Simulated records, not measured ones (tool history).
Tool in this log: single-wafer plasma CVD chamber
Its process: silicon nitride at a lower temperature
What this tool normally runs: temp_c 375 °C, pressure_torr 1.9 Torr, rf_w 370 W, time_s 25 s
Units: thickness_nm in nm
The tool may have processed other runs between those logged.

| run | hour | temp_c | pressure_torr | rf_w | time_s | read-back reference wafer on the same gauge, thickness_nm | thickness_nm |
|---|---|---|---|---|---|---|---|
| 1 | 0 | 385 | 1.9 | 425 | 25 | 40.302 | 37.974 |
| 2 | 64.7 | 366 | 1.74 | 370 | 25 | 40.333 | 34.386 |
| 3 | 107.4 | 375 | 1.9 | 370 | 25 | 40.328 | 34.735 |
| 4 | 176.8 | 375 | 1.75 | 340 | 25 | 40.306 | 32.085 |
| 5 | 217.7 | 375 | 1.75 | 340 | 25 | 40.288 | 32.26 |
| 6 | 276.6 | 375 | 1.75 | 340 | 25 | 40.302 | 32.22 |
| 7 | 333.3 | 375 | 1.9 | 370 | 27 | 40.323 | 37.479 |
| 8 | 403.8 | 375 | 1.9 | 370 | 27 | 40.282 | 37.642 |
| 9 | 465.2 | 375 | 1.9 | 370 | 27 | 40.28 | 37.434 |
|  | 488.5 | RF generator calibrated |
|  | 489 | gauge calibrated |
| 10 | 526.8 | 375 | 1.9 | 370 | 23.5 | 40.291 | 34.035 |
| 11 | 561.7 | 375 | 1.9 | 370 | 23.5 | 40.301 | 34.038 |
| 12 | 629.1 | 375 | 1.9 | 370 | 25 | 40.311 | 35.934 |
| 13 | 687.9 | 385 | 1.9 | 425 | 25 | 40.286 | 39.504 |
|  | 730.3 | showerhead replaced, of another model than before |
| 14 | 738.3 | 375 | 1.9 | 370 | 25 | 40.331 | 36.048 |
|  | 767.8 | capacitance manometer re-zeroed and calibrated |
| 15 | 777.3 | 375 | 1.68 | 370 | 25 | 40.307 | 35.146 |
| 16 | 813.1 | 387 | 1.9 | 315 | 25 | 40.26 | 33.761 |
| 17 | 860.9 | 375 | 1.9 | 370 | 25 | 40.293 | 35.97 |
| 18 | 893.6 | 375 | 2.25 | 420 | 21.2 | 40.312 | 33.279 |
| 19 | 945.6 | 385 | 1.9 | 310 | 25 | 40.283 | 33.542 |
|  | 976.3 | thermocouple changed; heater temperature recalibrated |
| 20 | 1008.6 | 375 | 2.25 | 370 | 23.3 | 40.278 | 34.621 |
| 21 | 1075.7 | 375 | 1.75 | 395 | 25 | 40.323 | 36.066 |
| 22 | 1133.1 | 385 | 1.9 | 370 | 25 | 40.347 | 35.672 |
| 23 | 1188.9 | 375 | 1.9 | 370 | 25 | 40.29 | 35.88 |
| 24 | 1215 | 375 | 1.9 | 370 | 25 | 40.269 | 35.649 |
| 25 | 1247.8 | 375 | 1.9 | 435 | 25 | 40.296 | 38.132 |

Below, each run's measurement less what the same run would have read without the hidden state. Both values contain the same run-to-run variation, but the gauge's scatter may not be the same in both:
Hidden conditions of the tool in this case: wafer temperature above the value expected at the setpoint (K); delivered RF power above the setpoint (%); true pressure above the setpoint (%); gauge reads high (%).
| run | thickness_nm |
|---|---|
| 1 | -1.671 |
| 2 | -1.631 |
| 3 | -1.654 |
| 4 | -1.583 |
| 5 | -1.597 |
| 6 | -1.604 |
| 7 | -1.819 |
| 8 | -1.835 |
| 9 | -1.833 |
| 10 | -0.132 |
| 11 | -0.186 |
| 12 | -0.301 |
| 13 | -0.397 |
| 14 | -0.253 |
| 15 | -0.274 |
| 16 | -0.286 |
| 17 | -0.337 |
| 18 | -0.309 |
| 19 | -0.369 |
| 20 | -0.408 |
| 21 | -0.461 |
| 22 | -0.484 |
| 23 | -0.512 |
| 24 | -0.52 |
| 25 | -0.533 |

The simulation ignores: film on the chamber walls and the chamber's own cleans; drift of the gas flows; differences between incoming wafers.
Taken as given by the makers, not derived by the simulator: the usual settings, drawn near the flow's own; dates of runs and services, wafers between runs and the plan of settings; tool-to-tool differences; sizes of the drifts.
